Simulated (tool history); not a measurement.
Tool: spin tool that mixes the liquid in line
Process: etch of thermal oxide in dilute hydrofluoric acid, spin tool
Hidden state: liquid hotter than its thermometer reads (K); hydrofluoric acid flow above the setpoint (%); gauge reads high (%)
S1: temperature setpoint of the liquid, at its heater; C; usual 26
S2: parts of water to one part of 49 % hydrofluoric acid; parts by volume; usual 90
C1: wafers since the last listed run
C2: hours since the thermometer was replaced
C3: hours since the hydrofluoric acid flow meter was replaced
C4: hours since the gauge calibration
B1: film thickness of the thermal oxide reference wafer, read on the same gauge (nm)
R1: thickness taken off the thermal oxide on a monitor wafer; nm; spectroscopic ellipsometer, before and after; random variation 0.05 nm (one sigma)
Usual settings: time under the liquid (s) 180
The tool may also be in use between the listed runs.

Run 1, day 0: usual settings but S1 22.5 C; C1 0; C2 2214.1; C3 1205.1; C4 42.8; B1 70.01. Result: R1 9.25 nm.
Run 2, day 2.858: usual settings but S1 22.5 C; C1 462; C2 2282.7; C3 1273.7; C4 111.4; B1 70. Result: R1 9.32 nm.
Run 3, day 4.962: usual settings; C1 340; C2 2333.2; C3 1324.2; C4 161.9; B1 69.96. Result: R1 10.62 nm.
Run 4, day 7.004: usual settings; C1 330; C2 2382.2; C3 1373.2; C4 210.9; B1 69.96. Result: R1 10.66 nm.
Run 5, day 8.733: usual settings; C1 279; C2 2423.7; C3 1414.7; C4 252.4; B1 70.02. Result: R1 10.67 nm.
Run 6, day 12.004: usual settings but S2 60 parts by volume; C1 529; C2 2502.2; C3 1493.2; C4 330.9; B1 70.02. Result: R1 16.89 nm.
Run 7, day 16.046: usual settings but S2 60 parts by volume; C1 653; C2 2599.2; C3 1590.2; C4 427.9; B1 70.01. Result: R1 16.78 nm.
At day 17.933: thermometer replaced.
Run 8, day 19.467: usual settings; C1 546; C2 36.8; C3 1672.3; C4 510; B1 70.01. Result: R1 11.06 nm.
Run 9, day 21.342: usual settings but S1 24 C; C1 303; C2 81.8; C3 1717.3; C4 555; B1 70. Result: R1 10.22 nm.

The next listed run, before its measurement:
Run 10, day 24.017: usual settings but S1 29.5 C, time under the liquid (s) 215; C1 432; C2 146; C3 1781.5; C4 619.2; B1 ?. Result: R1 ?.

Run 10 gave B1 69.99, R1 15.11 nm.
Without the tool's hidden state the same run would have given R1 13.83 nm.

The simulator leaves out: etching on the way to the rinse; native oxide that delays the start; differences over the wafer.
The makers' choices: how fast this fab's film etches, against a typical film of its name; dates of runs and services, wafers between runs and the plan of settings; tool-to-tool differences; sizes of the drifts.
